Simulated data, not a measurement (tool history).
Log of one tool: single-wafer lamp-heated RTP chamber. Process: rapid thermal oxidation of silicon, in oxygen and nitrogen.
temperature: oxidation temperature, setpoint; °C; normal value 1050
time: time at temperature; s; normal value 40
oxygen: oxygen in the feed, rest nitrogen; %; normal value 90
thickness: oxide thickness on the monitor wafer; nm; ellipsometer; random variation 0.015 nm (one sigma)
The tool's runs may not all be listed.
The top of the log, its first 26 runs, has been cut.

run     day  temperature  time  oxygen  read-back reference wafer on the same gauge, thickness  thickness
 27  28.004         1058    58      98                                                   6.706      9.382
 28  29.221         1032    40      98                                                   6.710      6.658
 29  29.833         1050    40      63                                                   6.712      6.460
 30  31.283         1050    40      78                                                   6.708      6.961
 31  32.112         1050    40      90                                                   6.715      7.355
 32  36.579         1078    40      90                                                   6.709      8.853
 33  37.871         1050    40      90                                                   6.717      7.376
 34  39.171         1050    22      90                                                   6.707      5.732
 35  40.458         1050    40      64                                                   6.709      6.574
 36  41.379         1030    26      90                                                   6.710      5.353
 37  42.042         1026    54      98                                                   6.715      7.362
 38  43.062         1030    28      90                                                   6.710      5.556
     44.571  -- pyrometer window cleaned and pyrometer calibrated
 39  44.592         1022    40      90                                                   6.718      5.960

Predict each of these 3 candidate next runs independently; none follows another, all start after run 39:
  A  44.608         1050    40      90                                                       ?          ?
  B  44.608         1079    49      98                                                       ?          ?
  C  44.608         1041    23      76                                                       ?          ?

run  read-back reference wafer on the same gauge, thickness  thickness
  A                                                   6.708      7.294
  B                                                   6.708      9.977
  C                                                   6.708      5.121
Without the tool's unlogged condition, the same runs would have read:
run  thickness
  A      7.286
  B      9.967
  C      5.115
